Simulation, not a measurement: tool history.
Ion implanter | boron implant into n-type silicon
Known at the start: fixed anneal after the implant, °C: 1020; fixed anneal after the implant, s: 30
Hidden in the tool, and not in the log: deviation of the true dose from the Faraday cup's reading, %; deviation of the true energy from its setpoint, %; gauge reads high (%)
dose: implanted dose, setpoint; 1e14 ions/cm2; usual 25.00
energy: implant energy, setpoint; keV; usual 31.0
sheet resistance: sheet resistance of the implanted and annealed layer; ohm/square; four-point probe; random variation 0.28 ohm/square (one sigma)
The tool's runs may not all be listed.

run	hour	dose	energy	wafers since the last listed run	hours since the last dose calibration	hours since the extraction supply was calibrated	hours since the gauge calibration	read-back reference wafer on the same gauge, sheet resistance	sheet resistance
1	0.0	29.58	34.5	0	750.3	3138.4	399.2	59.07	52.44
# hour 19.5: gauge calibrated
2	25.6	29.58	34.5	499	775.9	3164.0	6.1	58.19	51.56
3	59.1	25.00	31.0	654	809.4	3197.5	39.6	58.14	58.78
4	89.4	25.00	31.0	591	839.7	3227.8	69.9	58.20	58.88
5	108.4	25.00	31.0	371	858.7	3246.8	88.9	58.19	58.70
6	124.1	25.00	31.0	306	874.4	3262.5	104.6	58.23	58.71
7	157.0	25.00	31.0	642	907.3	3295.4	137.5	58.33	58.39
8	177.0	25.00	31.0	390	927.3	3315.4	157.5	58.32	58.63
9	194.8	25.00	36.0	347	945.1	3333.2	175.3	58.27	57.21
10	211.3	25.00	36.0	322	961.6	3349.7	191.8	58.38	57.03
11	242.4	25.00	36.0	607	992.7	3380.8	222.9	58.47	56.86
12	257.1	19.82	31.0	287	1007.4	3395.5	237.6	58.42	69.76
13	283.6	19.82	31.0	517	1033.9	3422.0	264.1	58.53	69.77

Forecast run 14:
# hour 322.3: extraction supply calibrated
14	322.8	31.59	23.0	609	1073.1	0.5	303.3	?	?

Run 14 gave read-back reference wafer on the same gauge, sheet resistance 58.63, sheet resistance 58.36 ohm/square.
Without the tool's hidden state the same run would have given sheet resistance 57.80 ohm/square.
